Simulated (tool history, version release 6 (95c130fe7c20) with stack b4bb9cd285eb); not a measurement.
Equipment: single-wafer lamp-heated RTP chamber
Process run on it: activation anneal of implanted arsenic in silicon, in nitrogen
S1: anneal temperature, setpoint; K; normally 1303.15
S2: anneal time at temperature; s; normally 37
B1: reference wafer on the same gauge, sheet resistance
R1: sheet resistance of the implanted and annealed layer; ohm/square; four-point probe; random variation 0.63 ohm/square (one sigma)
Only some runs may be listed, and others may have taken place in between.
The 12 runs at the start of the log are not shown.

run,hour,S1,S2,B1,R1
13,376.5,1283.15,37,161.88,169.68
14,390.7,1303.15,37,161.62,160.06
15,425.7,1303.15,37,161.81,160.4
16,512.6,1303.15,37,161.98,160.25
17,545.7,1303.15,37,162.1,161.33
# hour 566.6: pyrometer window cleaned and pyrometer calibrated
# hour 568.9: reflector plate cleaned
18,572.9,1317.15,28,162.13,158.54
19,608.4,1288.15,53,162.23,158.69
20,628.3,1331.15,37,161.96,149.69
21,651.7,1315.15,54,162.14,148.28
22,696.8,1286.15,37,161.7,165.23
23,717.2,1303.15,37,161.86,158.37
# hour 726: gauge calibrated
# hour 749.5: reflector plate cleaned, repeated, since the last time left the tool worse
24,750,1294.15,20,161.97,182.15
25,779.7,1330.15,37,162.08,151.87
26,795.6,1303.15,37,161.99,162.15
27,820,1285.15,37,162.2,169.42
28,856,1323.15,23,162.17,162.24
29,874.2,1276.15,43,161.81,172.71
30,894.7,1295.15,20,161.75,179.5
31,927.2,1303.15,21,162.01,173.38
32,955.7,1314.15,58,162.02,150.26
# hour 968.2: pyrometer window cleaned and pyrometer calibrated
33,978.3,1320.15,37,161.88,155.2
34,1008.2,1318.15,23,161.96,164.66
35,1041.1,1274.15,20,162.15,192.8
36,1069.9,1303.15,59,161.81,152.79
37,1086.9,1320.15,26,161.85,159.67

Here are 4 independent what-if runs from the current tool condition. What would each one return?
A,1087.3,1303.15,43,?,?
B,1087.3,1326.15,37,?,?
C,1087.3,1282.15,45,?,?
D,1087.3,1311.15,37,?,?

run,B1,R1
A,162.01,157.6
B,162.01,152.47
C,162.01,166.4
D,162.01,157.35
What these runs would have given with no unlogged condition in the tool:
run,R1
A,158.9
B,153.57
C,168.5
D,158.58
